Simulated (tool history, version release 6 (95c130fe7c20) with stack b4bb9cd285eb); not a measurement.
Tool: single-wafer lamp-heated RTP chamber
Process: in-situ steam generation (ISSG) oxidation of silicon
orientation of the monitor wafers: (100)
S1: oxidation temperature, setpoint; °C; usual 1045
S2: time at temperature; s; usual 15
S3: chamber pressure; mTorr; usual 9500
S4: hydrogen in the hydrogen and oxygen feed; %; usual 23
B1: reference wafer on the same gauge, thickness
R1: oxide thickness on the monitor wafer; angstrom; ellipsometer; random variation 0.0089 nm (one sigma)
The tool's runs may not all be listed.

run,hour,S1,S2,S3,S4,B1,R1
1,0.0,1045,15,9500,23,4.800,60.98
# hour 79.0: pyrometer window cleaned and pyrometer calibrated
2,80.0,1045,15,9500,23,4.800,59.46
3,123.5,1045,15,9500,23,4.799,59.82
4,206.9,1045,15,9500,23,4.800,59.82
5,259.9,1045,15,9500,23,4.801,60.07
6,303.8,1045,15,9500,23,4.799,60.31
7,378.7,1045,15,9500,23,4.801,60.46
8,424.6,1045,12,9500,23,4.800,54.02
9,469.9,1045,15,9500,23,4.800,60.69
# hour 521.1: pyrometer window cleaned and pyrometer calibrated
10,536.4,1045,15,9500,23,4.801,59.72
11,578.2,1045,15,9500,23,4.799,59.99
12,649.8,1045,15,9500,23,4.800,60.07
13,732.7,1032,15,8700,23,4.801,57.35
14,831.1,1045,15,9500,31,4.800,64.90
15,933.0,1045,11,9500,32,4.798,56.51
# hour 1016.6: pyrometer window cleaned and pyrometer calibrated
16,1025.0,1036,12,9500,30,4.800,54.77
17,1128.9,1045,15,9500,32,4.798,64.55
18,1350.5,1045,15,9500,23,4.800,60.27
19,1402.9,1037,15,9500,23,4.802,58.23
# hour 1535.8: pyrometer window cleaned and pyrometer calibrated
20,1536.3,1053,15,10200,29,4.799,64.16
21,1585.2,1059,11,10200,32,4.801,57.98
22,1659.3,1045,15,8500,28,4.797,63.61
# hour 1683.8: hydrogen flow controller replaced
23,1723.4,1025,15,8500,23,4.800,55.18
# hour 1812.7: gauge calibrated
# hour 1844.6: pressure gauge zeroed
# hour 2025.2: pyrometer window cleaned and pyrometer calibrated
24,2042.2,1045,15,9500,23,4.800,59.55
25,2149.7,1032,15,9500,23,4.799,56.06
26,2199.9,1045,15,9500,23,4.799,59.88
27,2336.4,1060,15,9500,29,4.800,68.93

The same runs without the tool's hidden state, with the same run-to-run variation:
The hidden state here: true wafer temperature minus pyrometer reading, K; true pressure minus gauge reading, Torr; deviation of the hydrogen flow from its setpoint, %; gauge reads high (%).
run,R1
1,59.61
2,59.27
3,59.52
4,59.32
5,59.44
6,59.57
7,59.54
8,53.16
9,59.54
10,59.30
11,59.47
12,59.37
13,56.56
14,63.68
15,55.33
16,54.65
17,64.13
18,59.34
19,57.25
20,64.13
21,57.85
22,63.27
23,54.79
24,59.37
25,55.68
26,59.33
27,67.83

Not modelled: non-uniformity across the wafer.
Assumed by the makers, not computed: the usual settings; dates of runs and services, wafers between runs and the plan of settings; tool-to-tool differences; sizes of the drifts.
